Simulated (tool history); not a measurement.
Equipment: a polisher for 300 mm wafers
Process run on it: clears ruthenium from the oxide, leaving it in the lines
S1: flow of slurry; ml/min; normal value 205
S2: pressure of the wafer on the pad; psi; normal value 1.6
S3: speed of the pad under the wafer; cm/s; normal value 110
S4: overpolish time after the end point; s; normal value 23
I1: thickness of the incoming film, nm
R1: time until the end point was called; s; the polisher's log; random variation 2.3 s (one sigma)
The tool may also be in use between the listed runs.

run,hour,S1,S2,S3,S4,I1,R1
1,0.0,205,1.2,110,23,140.2,156.7
2,56.4,205,1.6,110,23,142.1,121.7
# hour 126.4: slurry nozzle cleaned
3,134.4,205,1.6,110,23,139.5,117.8
4,193.7,205,1.6,110,23,139.1,120.3
5,248.2,205,1.6,110,23,139.4,118.5
# hour 254.0: head pressure recalibrated
6,312.6,205,1.1,110,23,138.6,165.8
7,350.5,205,1.1,110,23,140.8,175.7
8,421.2,205,1.6,110,30,140.3,117.1
# hour 435.4: worn pad replaced by a new one
9,497.4,205,1.6,110,30,140.9,117.6
# hour 591.7: slurry nozzle cleaned
10,602.9,205,1.6,110,30,141.7,118.9
# hour 632.9: head pressure recalibrated
11,644.0,205,1.6,110,23,139.8,120.2
12,732.9,205,1.6,110,23,141.3,119.2
13,776.5,205,1.6,110,23,138.9,116.1
# hour 848.9: worn pad replaced by a new one
14,863.2,150,1.6,110,28,139.4,121.9
15,920.1,245,1.6,110,33,142.3,116.9
16,1025.5,205,1.6,110,23,142.0,121.3
# hour 1044.2: slurry nozzle cleaned
17,1083.7,230,1.6,86,23,140.4,153.2
# hour 1086.5: head pressure recalibrated
18,1154.8,185,2.0,110,18,137.6,92.2
19,1199.0,205,1.6,110,23,141.6,122.1
# hour 1220.3: worn pad replaced by a new one
20,1299.6,205,1.3,84,23,138.0,189.4
21,1361.5,205,1.6,110,23,139.6,120.3
22,1450.9,270,1.6,110,23,137.9,113.3
# hour 1473.7: slurry nozzle cleaned
# hour 1517.4: head pressure recalibrated
23,1526.4,135,1.8,86,30,139.8,144.2
24,1593.3,230,1.6,110,27,138.7,113.0
# hour 1664.0: worn pad replaced by a new one
25,1893.2,240,1.2,126,11,139.2,139.2
# hour 1909.7: head pressure recalibrated
26,1940.5,205,1.1,110,32,139.4,168.8

Below are 4 alternative next runs, each starting from the tool's condition after run 26. Predict each:
A,1941.0,205,1.6,110,23,139.6,?
B,1941.0,160,1.6,110,23,139.6,?
C,1941.0,165,1.9,130,9,139.6,?
D,1941.0,205,2.0,110,23,139.6,?

run,R1
A,120.9
B,125.5
C,89.0
D,96.7
Had the tool no hidden state, the same runs would have come out as:
run,R1
A,120.9
B,125.5
C,89.0
D,96.7

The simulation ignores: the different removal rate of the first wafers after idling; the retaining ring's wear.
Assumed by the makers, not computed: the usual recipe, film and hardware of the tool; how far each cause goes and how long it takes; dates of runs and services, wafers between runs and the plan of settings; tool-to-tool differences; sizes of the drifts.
